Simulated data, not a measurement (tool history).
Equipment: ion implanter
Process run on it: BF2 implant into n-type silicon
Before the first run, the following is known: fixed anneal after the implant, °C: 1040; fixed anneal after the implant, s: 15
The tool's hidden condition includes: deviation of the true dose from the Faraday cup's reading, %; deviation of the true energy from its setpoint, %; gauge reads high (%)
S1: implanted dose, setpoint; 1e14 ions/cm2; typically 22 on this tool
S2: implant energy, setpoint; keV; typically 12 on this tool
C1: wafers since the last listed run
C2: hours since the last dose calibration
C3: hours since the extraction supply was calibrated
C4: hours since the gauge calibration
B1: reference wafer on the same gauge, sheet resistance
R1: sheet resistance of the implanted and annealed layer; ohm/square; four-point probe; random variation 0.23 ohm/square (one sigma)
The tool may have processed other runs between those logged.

Run 1, hour 0: usual settings but S1 18.13 1e14 ions/cm2; C1 0; C2 843.3; C3 6199.7; C4 1170.9; B1 155.01. Result: R1 158.86 ohm/square.
Run 2, hour 53.8: usual settings but S1 18.13 1e14 ions/cm2; C1 479; C2 897.1; C3 6253.5; C4 1224.7; B1 155.01. Result: R1 158.77 ohm/square.
Run 3, hour 109.3: usual settings but S1 18.13 1e14 ions/cm2; C1 494; C2 952.6; C3 6309; C4 1280.2; B1 155.02. Result: R1 158.9 ohm/square.
Run 4, hour 203.9: usual settings but S1 25.2 1e14 ions/cm2; C1 842; C2 1047.2; C3 6403.6; C4 1374.8; B1 154.99. Result: R1 154.95 ohm/square.
Run 5, hour 305.1: usual settings but S1 25.2 1e14 ions/cm2; C1 901; C2 1148.4; C3 6504.8; C4 1476; B1 155.04. Result: R1 154.69 ohm/square.
Run 6, hour 402.6: usual settings but S1 25.2 1e14 ions/cm2; C1 868; C2 1245.9; C3 6602.3; C4 1573.5; B1 154.97. Result: R1 155.07 ohm/square.
Run 7, hour 495.5: usual settings but S1 27.08 1e14 ions/cm2, S2 14 keV; C1 827; C2 1338.8; C3 6695.2; C4 1666.4; B1 155.04. Result: R1 147.65 ohm/square.
Run 8, hour 532.9: usual settings but S1 27.08 1e14 ions/cm2, S2 14 keV; C1 333; C2 1376.2; C3 6732.6; C4 1703.8; B1 155.09. Result: R1 147.55 ohm/square.
Run 9, hour 813.7: usual settings but S1 26.02 1e14 ions/cm2, S2 9 keV; C1 2501; C2 1657; C3 7013.4; C4 1984.6; B1 154.99. Result: R1 166.79 ohm/square.
Run 10, hour 914: usual settings; C1 893; C2 1757.3; C3 7113.7; C4 2084.9; B1 154.91. Result: R1 156.07 ohm/square.
Run 11, hour 994.5: usual settings; C1 717; C2 1837.8; C3 7194.2; C4 2165.4; B1 155.03. Result: R1 155.91 ohm/square.
Run 12, hour 1031: usual settings; C1 325; C2 1874.3; C3 7230.7; C4 2201.9; B1 155.04. Result: R1 156.11 ohm/square.
Run 13, hour 1136.7: usual settings; C1 941; C2 1980; C3 7336.4; C4 2307.6; B1 155. Result: R1 156.25 ohm/square.
At hour 1211.1: Faraday cup replaced and dose calibrated.
Run 14, hour 1231.7: usual settings; C1 775; C2 20.6; C3 7431.4; C4 2402.6; B1 155.03. Result: R1 156.07 ohm/square.
Run 15, hour 1271.9: usual settings; C1 358; C2 60.8; C3 7471.6; C4 2442.8; B1 155.02. Result: R1 156.11 ohm/square.
Run 16, hour 1316.1: usual settings; C1 393; C2 105; C3 7515.8; C4 2487; B1 154.99. Result: R1 156 ohm/square.
Run 17, hour 1393.8: usual settings; C1 692; C2 182.7; C3 7593.5; C4 2564.7; B1 154.99. Result: R1 156.02 ohm/square.
Run 18, hour 1433.8: usual settings; C1 356; C2 222.7; C3 7633.5; C4 2604.7; B1 154.99. Result: R1 156.17 ohm/square.
Run 19, hour 1470.4: usual settings; C1 326; C2 259.3; C3 7670.1; C4 2641.3; B1 155.03. Result: R1 156.23 ohm/square.
At hour 1533.5: extraction supply calibrated.
Run 20, hour 1534: usual settings; C1 495; C2 322.9; C3 0.5; C4 2704.9; B1 154.95. Result: R1 156.72 ohm/square.
Run 21, hour 1626.9: usual settings; C1 827; C2 415.8; C3 93.4; C4 2797.8; B1 155.03. Result: R1 156.78 ohm/square.
Run 22, hour 1914.4: usual settings but S1 16.28 1e14 ions/cm2, S2 15 keV; C1 2561; C2 703.3; C3 380.9; C4 3085.3; B1 155.01. Result: R1 152.85 ohm/square.
Run 23, hour 1981.9: usual settings but S1 27.32 1e14 ions/cm2, S2 11 keV; C1 601; C2 770.8; C3 448.4; C4 3152.8; B1 154.99. Result: R1 159.74 ohm/square.
Run 24, hour 2065.9: usual settings but S2 13 keV; C1 748; C2 854.8; C3 532.4; C4 3236.8; B1 155.04. Result: R1 153.83 ohm/square.

Run 25 has not been measured yet. What should we expect?
Run 25, hour 2158.6: usual settings but S1 27.6 1e14 ions/cm2, S2 14 keV; C1 825; C2 947.5; C3 625.1; C4 3329.5; B1 ?. Result: R1 ?.

B1: 154.94
R1: 148.44 ohm/square
On a tool with no hidden condition, and with the same random variation, this run would have come out at R1 146.08 ohm/square.
